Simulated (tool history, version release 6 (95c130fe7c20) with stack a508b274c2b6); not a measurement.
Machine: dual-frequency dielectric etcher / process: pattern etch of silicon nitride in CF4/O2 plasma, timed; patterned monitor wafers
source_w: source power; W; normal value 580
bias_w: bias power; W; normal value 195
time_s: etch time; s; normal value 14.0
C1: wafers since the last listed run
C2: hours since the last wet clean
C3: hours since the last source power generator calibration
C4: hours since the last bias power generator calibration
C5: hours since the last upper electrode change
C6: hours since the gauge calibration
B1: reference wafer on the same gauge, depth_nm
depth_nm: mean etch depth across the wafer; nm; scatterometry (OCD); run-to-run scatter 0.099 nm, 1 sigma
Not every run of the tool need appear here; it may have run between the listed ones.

Run 1, hour 0.0: usual settings but bias_w 206 W; C1 0; C2 66.4; C3 3471.1; C4 2486.7; C5 3667.7; C6 441.5; B1 32.56. Result: depth_nm 36.38 nm.
Run 2, hour 17.2: usual settings but source_w 480 W, bias_w 227 W; C1 195; C2 83.6; C3 3488.3; C4 2503.9; C5 3684.9; C6 458.7; B1 32.57. Result: depth_nm 30.73 nm.
Run 3, hour 30.6: usual settings but source_w 480 W, bias_w 227 W; C1 152; C2 97.0; C3 3501.7; C4 2517.3; C5 3698.3; C6 472.1; B1 32.56. Result: depth_nm 30.69 nm.
Run 4, hour 55.4: usual settings but source_w 480 W, bias_w 227 W; C1 281; C2 121.8; C3 3526.5; C4 2542.1; C5 3723.1; C6 496.9; B1 32.54. Result: depth_nm 30.69 nm.
Run 5, hour 90.3: usual settings; C1 396; C2 156.7; C3 3561.4; C4 2577.0; C5 3758.0; C6 531.8; B1 32.55. Result: depth_nm 35.65 nm.
At hour 110.8: gauge calibrated.
Run 6, hour 118.5: usual settings; C1 320; C2 184.9; C3 3589.6; C4 2605.2; C5 3786.2; C6 7.7; B1 32.86. Result: depth_nm 35.94 nm.
Run 7, hour 134.3: usual settings; C1 179; C2 200.7; C3 3605.4; C4 2621.0; C5 3802.0; C6 23.5; B1 32.84. Result: depth_nm 35.91 nm.
Run 8, hour 158.4: usual settings but source_w 500 W; C1 273; C2 224.8; C3 3629.5; C4 2645.1; C5 3826.1; C6 47.6; B1 32.79. Result: depth_nm 30.63 nm.
At hour 193.0: upper electrode replaced.
Run 9, hour 193.5: usual settings but time_s 12.5 s; C1 126; C2 259.9; C3 3664.6; C4 2680.2; C5 0.5; C6 82.7; B1 32.71. Result: depth_nm 31.95 nm.
Run 10, hour 219.9: usual settings but time_s 12.5 s; C1 300; C2 286.3; C3 3691.0; C4 2706.6; C5 26.9; C6 109.1; B1 32.66. Result: depth_nm 31.82 nm.
Run 11, hour 249.2: usual settings but source_w 510 W, bias_w 151 W; C1 332; C2 315.6; C3 3720.3; C4 2735.9; C5 56.2; C6 138.4; B1 32.64. Result: depth_nm 28.74 nm.
Run 12, hour 272.4: usual settings; C1 263; C2 338.8; C3 3743.5; C4 2759.1; C5 79.4; C6 161.6; B1 32.59. Result: depth_nm 35.71 nm.
Run 13, hour 341.2: usual settings; C1 781; C2 407.6; C3 3812.3; C4 2827.9; C5 148.2; C6 230.4; B1 32.53. Result: depth_nm 35.47 nm.
At hour 353.3: bias power generator calibrated.
Run 14, hour 355.2: usual settings but source_w 680 W, time_s 17.5 s; C1 113; C2 421.6; C3 3826.3; C4 1.9; C5 162.2; C6 244.4; B1 32.52. Result: depth_nm 52.50 nm.
Run 15, hour 387.4: usual settings but source_w 690 W, time_s 12.5 s; C1 365; C2 453.8; C3 3858.5; C4 34.1; C5 194.4; C6 276.6; B1 32.50. Result: depth_nm 37.86 nm.
Run 16, hour 408.8: usual settings but source_w 510 W, bias_w 168 W, time_s 16.5 s; C1 243; C2 475.2; C3 3879.9; C4 55.5; C5 215.8; C6 298.0; B1 32.48. Result: depth_nm 34.86 nm.
At hour 450.2: wet clean of the chamber.
Run 17, hour 450.7: usual settings but bias_w 177 W; C1 203; C2 0.5; C3 3921.8; C4 97.4; C5 257.7; C6 339.9; B1 32.45. Result: depth_nm 34.36 nm.
Run 18, hour 468.1: usual settings but source_w 680 W, bias_w 219 W, time_s 12.5 s; C1 197; C2 17.9; C3 3939.2; C4 114.8; C5 275.1; C6 357.3; B1 32.46. Result: depth_nm 38.85 nm.
Run 19, hour 495.4: usual settings; C1 310; C2 45.2; C3 3966.5; C4 142.1; C5 302.4; C6 384.6; B1 32.42. Result: depth_nm 35.50 nm.
At hour 500.2: source power generator calibrated.
Run 20, hour 514.4: usual settings but source_w 710 W; C1 170; C2 64.2; C3 14.2; C4 161.1; C5 321.4; C6 403.6; B1 32.43. Result: depth_nm 43.68 nm.
Run 21, hour 541.4: usual settings but bias_w 174 W, time_s 12.5 s; C1 306; C2 91.2; C3 41.2; C4 188.1; C5 348.4; C6 430.6; B1 32.43. Result: depth_nm 30.38 nm.
Run 22, hour 574.2: usual settings but source_w 450 W, bias_w 230 W, time_s 12.0 s; C1 372; C2 124.0; C3 74.0; C4 220.9; C5 381.2; C6 463.4; B1 32.42. Result: depth_nm 24.58 nm.
Run 23, hour 600.2: usual settings but source_w 530 W, bias_w 150 W, time_s 13.0 s; C1 295; C2 150.0; C3 100.0; C4 246.9; C5 407.2; C6 489.4; B1 32.42. Result: depth_nm 27.42 nm.
Run 24, hour 619.0: usual settings but bias_w 215 W, time_s 17.0 s; C1 213; C2 168.8; C3 118.8; C4 265.7; C5 426.0; C6 508.2; B1 32.42. Result: depth_nm 44.29 nm.
Run 25, hour 646.0: usual settings but time_s 12.5 s; C1 306; C2 195.8; C3 145.8; C4 292.7; C5 453.0; C6 535.2; B1 32.41. Result: depth_nm 31.55 nm.
Run 26, hour 664.6: usual settings but source_w 650 W, bias_w 163 W; C1 211; C2 214.4; C3 164.4; C4 311.3; C5 471.6; C6 553.8; B1 32.40. Result: depth_nm 37.77 nm.
Run 27, hour 677.8: usual settings but source_w 530 W, bias_w 168 W, time_s 16.5 s; C1 150; C2 227.6; C3 177.6; C4 324.5; C5 484.8; C6 567.0; B1 32.39. Result: depth_nm 36.13 nm.
Run 28, hour 695.6: usual settings but source_w 480 W; C1 202; C2 245.4; C3 195.4; C4 342.3; C5 502.6; C6 584.8; B1 32.40. Result: depth_nm 29.08 nm.
At hour 698.5: gauge calibrated.
Run 29, hour 717.8: usual settings but bias_w 210 W, time_s 15.0 s; C1 252; C2 267.6; C3 217.6; C4 364.5; C5 524.8; C6 19.3; B1 32.98. Result: depth_nm 39.53 nm.

Consider 5 possible next runs. They are alternatives, not a sequence: every one starts from the tool as it was left by run 29. What does each give?
Run A, hour 718.2: usual settings but bias_w 150 W; C1 4; C2 268.0; C3 218.0; C4 364.9; C5 525.2; C6 19.7; B1 ?. Result: depth_nm ?.
Run B, hour 718.2: usual settings but source_w 620 W, time_s 11.5 s; C1 4; C2 268.0; C3 218.0; C4 364.9; C5 525.2; C6 19.7; B1 ?. Result: depth_nm ?.
Run C, hour 718.2: usual settings but source_w 490 W; C1 4; C2 268.0; C3 218.0; C4 364.9; C5 525.2; C6 19.7; B1 ?. Result: depth_nm ?.
Run D, hour 718.2: usual settings but source_w 660 W, time_s 17.5 s; C1 4; C2 268.0; C3 218.0; C4 364.9; C5 525.2; C6 19.7; B1 ?. Result: depth_nm ?.
Run E, hour 718.2: usual settings but source_w 690 W, bias_w 242 W; C1 4; C2 268.0; C3 218.0; C4 364.9; C5 525.2; C6 19.7; B1 ?. Result: depth_nm ?.

run     B1  depth_nm
  A  32.96     33.22
  B  32.96     31.83
  C  32.96     30.22
  D  32.96     51.64
  E  32.96     46.51
What these runs would have given with no unlogged condition in the tool:
run  depth_nm
  A     33.27
  B     31.88
  C     30.27
  D     51.72
  E     46.58
